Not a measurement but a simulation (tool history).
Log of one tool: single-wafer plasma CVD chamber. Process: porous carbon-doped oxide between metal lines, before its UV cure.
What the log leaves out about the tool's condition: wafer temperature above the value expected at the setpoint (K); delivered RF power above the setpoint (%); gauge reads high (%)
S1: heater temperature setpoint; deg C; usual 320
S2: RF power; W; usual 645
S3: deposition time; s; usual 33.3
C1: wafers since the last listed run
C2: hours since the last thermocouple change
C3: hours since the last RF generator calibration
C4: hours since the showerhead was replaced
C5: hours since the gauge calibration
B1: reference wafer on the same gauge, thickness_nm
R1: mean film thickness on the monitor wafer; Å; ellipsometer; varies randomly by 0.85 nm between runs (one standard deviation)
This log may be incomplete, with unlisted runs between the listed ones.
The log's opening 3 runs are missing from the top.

run   hour   S1   S2    S3    C1     C2      C3      C4     C5       B1       R1
  4   86.9  320  645  33.3   382  701.4   806.4  4681.2  416.2  182.732  2019.54
  5  113.8  320  645  30.8   520  728.3   833.3  4708.1  443.1  183.177  1856.47
  6  138.3  320  645  30.8   473  752.8   857.8  4732.6  467.6  183.345   1864.8
  7  151.8  326  645  33.3   261  766.3   871.3  4746.1  481.1  183.226  1977.44
  8  185.5  326  645  33.3   651    800     905  4779.8  514.8  183.008   1951.4
  9  289.8  320  645  33.3  2016  904.3  1009.3  4884.1  619.1  182.871  2023.85
     300.7  -- RF generator calibrated
 10  305.2  320  645  33.3   143  919.7     4.5  4899.5  634.5  183.236  2069.81
 11  318.1  320  645  33.3   249  932.6    17.4  4912.4  647.4  183.157  2073.64
     340.7  -- thermocouple changed; heater temperature recalibrated
 12  341.2  320  645  30.8   291    0.5    40.5  4935.5  670.5   182.97  1862.25
 13  358.7  320  645  33.3   338     18      58    4953    688  183.077   1995.6
 14  376.3  334  645  29.5   340   35.6    75.6  4970.6  705.6  182.859  1678.16
 15  411.3  320  645  33.3   676   70.6   110.6  5005.6  740.6  182.916   2004.9
     419.7  -- gauge calibrated
 16  431.5  327  645  33.3   390   90.8   130.8  5025.8   11.8  183.224  1936.74
 17  484.6  310  695  36.7  1026  143.9   183.9  5078.9   64.9  182.805  2370.99

Run 18 has not been measured yet. What should we expect?
 18  519.7  329  645  29.3  678  179  219  5114  100   ?   ?

{"run 18": {"B1": 182.949, "R1": 1696.53}}
The same run, on a tool lacking any hidden state, would have yielded R1 1708.4 Å.

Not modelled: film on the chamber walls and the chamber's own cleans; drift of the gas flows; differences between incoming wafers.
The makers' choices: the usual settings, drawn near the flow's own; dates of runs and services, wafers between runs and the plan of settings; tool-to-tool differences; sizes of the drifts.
